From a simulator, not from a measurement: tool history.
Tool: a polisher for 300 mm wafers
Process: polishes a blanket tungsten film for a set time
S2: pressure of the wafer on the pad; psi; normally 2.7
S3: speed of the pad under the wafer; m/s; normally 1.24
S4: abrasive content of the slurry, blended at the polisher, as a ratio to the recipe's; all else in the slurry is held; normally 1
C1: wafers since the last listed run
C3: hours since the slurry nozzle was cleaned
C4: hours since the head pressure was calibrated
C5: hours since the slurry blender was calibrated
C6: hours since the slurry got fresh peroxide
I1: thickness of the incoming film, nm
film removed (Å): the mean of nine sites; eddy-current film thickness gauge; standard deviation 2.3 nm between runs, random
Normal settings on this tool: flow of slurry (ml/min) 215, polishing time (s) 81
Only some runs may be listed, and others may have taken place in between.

run 1 day=0 | flow_of_slurry_(ml/min)=215 S2=2.7 S3=1.24 S4=1 polishing_time_(s)=81 | C1=0 wafers_polished_on_this_pad=2325 C3=141.9 C4=399.9 C5=226.6 C6=524.3 | I1=1320.1 | film_removed_(Å)=2910
run 2 day=2.792 | flow_of_slurry_(ml/min)=215 S2=2.7 S3=1.24 S4=1 polishing_time_(s)=81 | C1=644 wafers_polished_on_this_pad=2970 C3=208.9 C4=466.9 C5=293.6 C6=591.3 | I1=1306.1 | film_removed_(Å)=2868
-- day=5.971 slurry tank refilled with fresh slurry and peroxide
run 3 day=6.254 | flow_of_slurry_(ml/min)=215 S2=2.7 S3=1.24 S4=1 polishing_time_(s)=81 | C1=789 wafers_polished_on_this_pad=3759 C3=292 C4=550 C5=376.7 C6=6.8 | I1=1305.4 | film_removed_(Å)=2876
run 4 day=9.188 | flow_of_slurry_(ml/min)=215 S2=2.7 S3=1.24 S4=1 polishing_time_(s)=81 | C1=677 wafers_polished_on_this_pad=4436 C3=362.4 C4=620.4 C5=447.1 C6=77.2 | I1=1291.1 | film_removed_(Å)=2874
run 5 day=14.55 | flow_of_slurry_(ml/min)=215 S2=2.7 S3=1.24 S4=1 polishing_time_(s)=81 | C1=1237 wafers_polished_on_this_pad=5674 C3=491.1 C4=749.1 C5=575.8 C6=205.9 | I1=1307.1 | film_removed_(Å)=2792
-- day=14.792 slurry blender recalibrated
-- day=15.417 worn pad replaced by a new one
run 6 day=16.871 | flow_of_slurry_(ml/min)=255 S2=2.7 S3=1.24 S4=1 polishing_time_(s)=81 | C1=478 wafers_polished_on_this_pad=335 C3=546.8 C4=804.8 C5=49.9 C6=261.6 | I1=1324.1 | film_removed_(Å)=2972
run 7 day=19.292 | flow_of_slurry_(ml/min)=215 S2=2.7 S3=1.24 S4=1.1 polishing_time_(s)=72 | C1=558 wafers_polished_on_this_pad=894 C3=604.9 C4=862.9 C5=108 C6=319.7 | I1=1328.4 | film_removed_(Å)=2618
run 8 day=21.542 | flow_of_slurry_(ml/min)=215 S2=3.5 S3=1.24 S4=1 polishing_time_(s)=81 | C1=519 wafers_polished_on_this_pad=1413 C3=658.9 C4=916.9 C5=162 C6=373.7 | I1=1299.4 | film_removed_(Å)=3481
-- day=22.021 slurry nozzle cleaned
run 9 day=26.004 | flow_of_slurry_(ml/min)=215 S2=2.7 S3=1.24 S4=1 polishing_time_(s)=81 | C1=1020 wafers_polished_on_this_pad=2434 C3=95.6 C4=1024 C5=269.1 C6=480.8 | I1=1320.2 | film_removed_(Å)=2886
run 10 day=29.15 | flow_of_slurry_(ml/min)=215 S2=3.3 S3=1.24 S4=0.7 polishing_time_(s)=81 | C1=726 wafers_polished_on_this_pad=3160 C3=171.1 C4=1099.5 C5=344.6 C6=556.3 | I1=1324.9 | film_removed_(Å)=3079
run 11 day=32.204 | flow_of_slurry_(ml/min)=265 S2=2.7 S3=0.86 S4=1.15 polishing_time_(s)=81 | C1=705 wafers_polished_on_this_pad=3865 C3=244.4 C4=1172.8 C5=417.9 C6=629.6 | I1=1328.5 | film_removed_(Å)=2035
-- day=35.046 slurry tank refilled with fresh slurry and peroxide
run 12 day=35.117 | flow_of_slurry_(ml/min)=250 S2=3.2 S3=0.96 S4=1 polishing_time_(s)=105 | C1=662 wafers_polished_on_this_pad=4528 C3=314.3 C4=1242.7 C5=487.8 C6=1.7 | I1=1338.7 | film_removed_(Å)=3220
run 13 day=37.867 | flow_of_slurry_(ml/min)=290 S2=2.2 S3=1.24 S4=1 polishing_time_(s)=81 | C1=634 wafers_polished_on_this_pad=5162 C3=380.3 C4=1308.7 C5=553.8 C6=67.7 | I1=1302.8 | film_removed_(Å)=2528
-- day=39.683 worn pad replaced by a new one
run 14 day=41.008 | flow_of_slurry_(ml/min)=215 S2=2.7 S3=1.24 S4=1 polishing_time_(s)=81 | C1=686 wafers_polished_on_this_pad=306 C3=455.7 C4=1384.1 C5=629.2 C6=143.1 | I1=1321.1 | film_removed_(Å)=2768
-- day=42.379 head pressure recalibrated
-- day=43.525 slurry blender recalibrated
run 15 day=44.625 | flow_of_slurry_(ml/min)=155 S2=2.3 S3=1.54 S4=1 polishing_time_(s)=81 | C1=796 wafers_polished_on_this_pad=1102 C3=542.5 C4=53.9 C5=26.4 C6=229.9 | I1=1322.9 | film_removed_(Å)=3161
run 16 day=48.092 | flow_of_slurry_(ml/min)=215 S2=2.7 S3=1.24 S4=1 polishing_time_(s)=97 | C1=800 wafers_polished_on_this_pad=1902 C3=625.7 C4=137.1 C5=109.6 C6=313.1 | I1=1313.3 | film_removed_(Å)=3490
-- day=48.833 slurry nozzle cleaned
run 17 day=49.879 | flow_of_slurry_(ml/min)=215 S2=2.7 S3=1.24 S4=0.9 polishing_time_(s)=81 | C1=403 wafers_polished_on_this_pad=2305 C3=25.1 C4=180 C5=152.5 C6=356 | I1=1313.2 | film_removed_(Å)=2818
run 18 day=51.446 | flow_of_slurry_(ml/min)=185 S2=2.7 S3=1.36 S4=1 polishing_time_(s)=81 | C1=361 wafers_polished_on_this_pad=2667 C3=62.7 C4=217.6 C5=190.1 C6=393.6 | I1=1306.6 | film_removed_(Å)=3086
run 19 day=55.358 | flow_of_slurry_(ml/min)=215 S2=2.7 S3=1.24 S4=1 polishing_time_(s)=81 | C1=903 wafers_polished_on_this_pad=3570 C3=156.6 C4=311.5 C5=284 C6=487.5 | I1=1294.2 | film_removed_(Å)=2862
run 20 day=58.292 | flow_of_slurry_(ml/min)=215 S2=2.7 S3=1.24 S4=1 polishing_time_(s)=81 | C1=677 wafers_polished_on_this_pad=4247 C3=227 C4=381.9 C5=354.4 C6=557.9 | I1=1318.2 | film_removed_(Å)=2843
-- day=59.688 slurry tank refilled with fresh slurry and peroxide
run 21 day=62.317 | flow_of_slurry_(ml/min)=215 S2=2.7 S3=0.86 S4=1 polishing_time_(s)=81 | C1=919 wafers_polished_on_this_pad=5167 C3=323.6 C4=478.5 C5=451 C6=63.1 | I1=1315.6 | film_removed_(Å)=1964
-- day=63.862 worn pad replaced by a new one
run 22 day=64.879 | flow_of_slurry_(ml/min)=215 S2=2.7 S3=0.92 S4=0.9 polishing_time_(s)=81 | C1=553 wafers_polished_on_this_pad=234 C3=385.1 C4=540 C5=512.5 C6=124.6 | I1=1282.6 | film_removed_(Å)=2026
-- day=68.788 slurry blender recalibrated
run 23 day=69.208 | flow_of_slurry_(ml/min)=145 S2=2.7 S3=1.4 S4=1.25 polishing_time_(s)=54 | C1=980 wafers_polished_on_this_pad=1214 C3=489 C4=643.9 C5=10.1 C6=228.5 | I1=1312.9 | film_removed_(Å)=2190
run 24 day=73.162 | flow_of_slurry_(ml/min)=215 S2=2.7 S3=1.24 S4=1 polishing_time_(s)=81 | C1=912 wafers_polished_on_this_pad=2127 C3=583.9 C4=738.8 C5=105 C6=323.4 | I1=1309.7 | film_removed_(Å)=2951

The next listed run, before its measurement:
-- day=73.371 slurry nozzle cleaned
run 25 day=74.754 | flow_of_slurry_(ml/min)=215 S2=2.1 S3=1.64 S4=0.8 polishing_time_(s)=81 | C1=357 wafers_polished_on_this_pad=2485 C3=33.2 C4=777 C5=143.2 C6=361.6 | I1=1327.2 | film_removed_(Å)=?

film removed (Å): 3144
On a tool with no hidden condition, and with the same random variation, this run would have come out at film removed (Å) 3159.
